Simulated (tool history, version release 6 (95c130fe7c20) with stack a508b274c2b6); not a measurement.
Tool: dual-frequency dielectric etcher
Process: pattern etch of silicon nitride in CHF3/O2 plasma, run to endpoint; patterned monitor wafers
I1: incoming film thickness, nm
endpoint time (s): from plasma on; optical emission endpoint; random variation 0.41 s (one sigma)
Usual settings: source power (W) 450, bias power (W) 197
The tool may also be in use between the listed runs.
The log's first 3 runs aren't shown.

{"hour": 155.7, "done": "wet clean of the chamber"}
{"run": 4, "hour": 186.7, "source power (W)": 450, "bias power (W)": 197, "I1": 76.6, "endpoint time (s)": 58.9}
{"run": 5, "hour": 276.0, "source power (W)": 450, "bias power (W)": 197, "I1": 76.9, "endpoint time (s)": 59.6}
{"run": 6, "hour": 356.5, "source power (W)": 450, "bias power (W)": 197, "I1": 76.9, "endpoint time (s)": 59.9}
{"run": 7, "hour": 395.8, "source power (W)": 450, "bias power (W)": 197, "I1": 77.2, "endpoint time (s)": 60.8}
{"run": 8, "hour": 478.0, "source power (W)": 450, "bias power (W)": 197, "I1": 76.7, "endpoint time (s)": 59.6}
{"run": 9, "hour": 549.5, "source power (W)": 450, "bias power (W)": 197, "I1": 76.9, "endpoint time (s)": 60.3}
{"run": 10, "hour": 648.3, "source power (W)": 450, "bias power (W)": 197, "I1": 77.1, "endpoint time (s)": 60.5}
{"hour": 734.0, "done": "upper electrode replaced"}
{"run": 11, "hour": 734.5, "source power (W)": 450, "bias power (W)": 197, "I1": 76.5, "endpoint time (s)": 60.9}
{"hour": 794.6, "done": "wet clean of the chamber"}
{"run": 12, "hour": 804.4, "source power (W)": 450, "bias power (W)": 197, "I1": 76.1, "endpoint time (s)": 58.0}
{"run": 13, "hour": 883.3, "source power (W)": 500, "bias power (W)": 211, "I1": 76.9, "endpoint time (s)": 54.0}
{"run": 14, "hour": 951.8, "source power (W)": 450, "bias power (W)": 197, "I1": 77.3, "endpoint time (s)": 59.2}
{"run": 15, "hour": 1017.5, "source power (W)": 500, "bias power (W)": 183, "I1": 77.5, "endpoint time (s)": 58.6}
{"run": 16, "hour": 1068.2, "source power (W)": 450, "bias power (W)": 197, "I1": 77.1, "endpoint time (s)": 59.5}
{"hour": 1104.8, "done": "source power generator calibrated"}
{"run": 17, "hour": 1144.7, "source power (W)": 370, "bias power (W)": 197, "I1": 76.9, "endpoint time (s)": 65.2}
{"run": 18, "hour": 1188.0, "source power (W)": 450, "bias power (W)": 197, "I1": 76.7, "endpoint time (s)": 59.5}
{"hour": 1276.2, "done": "bias power generator calibrated"}
{"run": 19, "hour": 1276.7, "source power (W)": 450, "bias power (W)": 197, "I1": 76.7, "endpoint time (s)": 60.1}
{"run": 20, "hour": 1366.2, "source power (W)": 450, "bias power (W)": 197, "I1": 76.8, "endpoint time (s)": 60.1}
{"hour": 1434.2, "done": "wet clean of the chamber"}
{"run": 21, "hour": 1434.7, "source power (W)": 410, "bias power (W)": 219, "I1": 76.6, "endpoint time (s)": 60.0}
{"run": 22, "hour": 1484.7, "source power (W)": 480, "bias power (W)": 174, "I1": 77.1, "endpoint time (s)": 60.1}
{"run": 23, "hour": 1532.4, "source power (W)": 450, "bias power (W)": 165, "I1": 77.3, "endpoint time (s)": 63.3}
{"run": 24, "hour": 1586.2, "source power (W)": 480, "bias power (W)": 226, "I1": 76.8, "endpoint time (s)": 54.8}

The next listed run, before its measurement:
{"run": 25, "hour": 1645.9, "source power (W)": 450, "bias power (W)": 219, "I1": 77.1, "endpoint time (s)": "?"}

endpoint time (s): 57.9
Without the tool's hidden state the same run would have given endpoint time (s) 56.9.

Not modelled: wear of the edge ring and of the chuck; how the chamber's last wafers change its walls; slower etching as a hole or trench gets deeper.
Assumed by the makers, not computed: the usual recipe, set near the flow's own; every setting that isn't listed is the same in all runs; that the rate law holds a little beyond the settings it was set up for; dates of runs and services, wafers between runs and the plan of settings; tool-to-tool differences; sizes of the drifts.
